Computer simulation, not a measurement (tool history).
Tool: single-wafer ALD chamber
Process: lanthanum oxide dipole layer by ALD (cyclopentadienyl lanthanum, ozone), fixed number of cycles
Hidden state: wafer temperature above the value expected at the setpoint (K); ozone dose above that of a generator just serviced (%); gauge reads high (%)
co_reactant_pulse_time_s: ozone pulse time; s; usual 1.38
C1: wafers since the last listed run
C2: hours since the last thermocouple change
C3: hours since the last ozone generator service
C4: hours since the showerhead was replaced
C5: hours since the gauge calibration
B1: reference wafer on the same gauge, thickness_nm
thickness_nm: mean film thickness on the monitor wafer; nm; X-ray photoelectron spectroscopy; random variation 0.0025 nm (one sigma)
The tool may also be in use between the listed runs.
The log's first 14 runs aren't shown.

{"run": 15, "hour": 1135.2, "co_reactant_pulse_time_s": 0.85, "C1": 1499, "C2": 1399.0, "C3": 296.8, "C4": 3205.1, "C5": 1358.5, "B1": 0.608, "thickness_nm": 0.493}
{"run": 16, "hour": 1214.4, "co_reactant_pulse_time_s": 1.38, "C1": 1925, "C2": 1478.2, "C3": 376.0, "C4": 3284.3, "C5": 1437.7, "B1": 0.608, "thickness_nm": 0.533}
{"run": 17, "hour": 1297.9, "co_reactant_pulse_time_s": 1.66, "C1": 2029, "C2": 1561.7, "C3": 459.5, "C4": 3367.8, "C5": 1521.2, "B1": 0.606, "thickness_nm": 0.545}
{"run": 18, "hour": 1389.9, "co_reactant_pulse_time_s": 0.91, "C1": 2236, "C2": 1653.7, "C3": 551.5, "C4": 3459.8, "C5": 1613.2, "B1": 0.606, "thickness_nm": 0.5}
{"run": 19, "hour": 1482.1, "co_reactant_pulse_time_s": 1.38, "C1": 2241, "C2": 1745.9, "C3": 643.7, "C4": 3552.0, "C5": 1705.4, "B1": 0.607, "thickness_nm": 0.538}
{"run": 20, "hour": 1542.8, "co_reactant_pulse_time_s": 1.38, "C1": 1475, "C2": 1806.6, "C3": 704.4, "C4": 3612.7, "C5": 1766.1, "B1": 0.606, "thickness_nm": 0.535}
{"run": 21, "hour": 1636.0, "co_reactant_pulse_time_s": 1.62, "C1": 2265, "C2": 1899.8, "C3": 797.6, "C4": 3705.9, "C5": 1859.3, "B1": 0.607, "thickness_nm": 0.55}
{"hour": 1734.8, "done": "thermocouple changed; heater temperature recalibrated"}
{"run": 22, "hour": 1735.3, "co_reactant_pulse_time_s": 1.69, "C1": 2219, "C2": 0.5, "C3": 896.9, "C4": 3805.2, "C5": 1958.6, "B1": 0.607, "thickness_nm": 0.552}
{"run": 23, "hour": 1804.5, "co_reactant_pulse_time_s": 1.79, "C1": 1681, "C2": 69.7, "C3": 966.1, "C4": 3874.4, "C5": 2027.8, "B1": 0.607, "thickness_nm": 0.549}
{"hour": 1813.6, "done": "showerhead replaced"}
{"run": 24, "hour": 1869.4, "co_reactant_pulse_time_s": 1.75, "C1": 1383, "C2": 134.6, "C3": 1031.0, "C4": 55.8, "C5": 2092.7, "B1": 0.608, "thickness_nm": 0.551}
{"run": 25, "hour": 1956.1, "co_reactant_pulse_time_s": 1.06, "C1": 2107, "C2": 221.3, "C3": 1117.7, "C4": 142.5, "C5": 2179.4, "B1": 0.607, "thickness_nm": 0.517}
{"run": 26, "hour": 2052.0, "co_reactant_pulse_time_s": 1.72, "C1": 2330, "C2": 317.2, "C3": 1213.6, "C4": 238.4, "C5": 2275.3, "B1": 0.607, "thickness_nm": 0.55}
{"hour": 2059.2, "done": "gauge calibrated"}
{"run": 27, "hour": 2253.7, "co_reactant_pulse_time_s": 1.38, "C1": 4902, "C2": 518.9, "C3": 1415.3, "C4": 440.1, "C5": 194.5, "B1": 0.608, "thickness_nm": 0.533}
{"run": 28, "hour": 2338.9, "co_reactant_pulse_time_s": 1.66, "C1": 2070, "C2": 604.1, "C3": 1500.5, "C4": 525.3, "C5": 279.7, "B1": 0.608, "thickness_nm": 0.548}
{"run": 29, "hour": 2417.9, "co_reactant_pulse_time_s": 1.38, "C1": 1920, "C2": 683.1, "C3": 1579.5, "C4": 604.3, "C5": 358.7, "B1": 0.607, "thickness_nm": 0.536}
{"run": 30, "hour": 2499.7, "co_reactant_pulse_time_s": 1.38, "C1": 1988, "C2": 764.9, "C3": 1661.3, "C4": 686.1, "C5": 440.5, "B1": 0.607, "thickness_nm": 0.535}
{"run": 31, "hour": 2591.4, "co_reactant_pulse_time_s": 1.11, "C1": 2228, "C2": 856.6, "C3": 1753.0, "C4": 777.8, "C5": 532.2, "B1": 0.607, "thickness_nm": 0.517}
{"run": 32, "hour": 2680.3, "co_reactant_pulse_time_s": 0.86, "C1": 2160, "C2": 945.5, "C3": 1841.9, "C4": 866.7, "C5": 621.1, "B1": 0.607, "thickness_nm": 0.494}
{"run": 33, "hour": 2725.3, "co_reactant_pulse_time_s": 0.97, "C1": 1093, "C2": 990.5, "C3": 1886.9, "C4": 911.7, "C5": 666.1, "B1": 0.606, "thickness_nm": 0.508}
{"run": 34, "hour": 2803.6, "co_reactant_pulse_time_s": 1.87, "C1": 1903, "C2": 1068.8, "C3": 1965.2, "C4": 990.0, "C5": 744.4, "B1": 0.608, "thickness_nm": 0.55}

Forecast each of these 4 alternatives for the next run:
{"run": "A", "hour": 2804.0, "co_reactant_pulse_time_s": 1.38, "C1": 9, "C2": 1069.2, "C3": 1965.6, "C4": 990.4, "C5": 744.8, "B1": "?", "thickness_nm": "?"}
{"run": "B", "hour": 2804.0, "co_reactant_pulse_time_s": 0.84, "C1": 9, "C2": 1069.2, "C3": 1965.6, "C4": 990.4, "C5": 744.8, "B1": "?", "thickness_nm": "?"}
{"run": "C", "hour": 2804.0, "co_reactant_pulse_time_s": 1.86, "C1": 9, "C2": 1069.2, "C3": 1965.6, "C4": 990.4, "C5": 744.8, "B1": "?", "thickness_nm": "?"}
{"run": "D", "hour": 2804.0, "co_reactant_pulse_time_s": 1.71, "C1": 9, "C2": 1069.2, "C3": 1965.6, "C4": 990.4, "C5": 744.8, "B1": "?", "thickness_nm": "?"}

run=A B1=0.606 thickness_nm=0.536
run=B B1=0.606 thickness_nm=0.490
run=C B1=0.606 thickness_nm=0.555
run=D B1=0.606 thickness_nm=0.550
Without the tool's hidden state the same runs would have given:
run=A thickness_nm=0.536
run=B thickness_nm=0.490
run=C thickness_nm=0.555
run=D thickness_nm=0.550
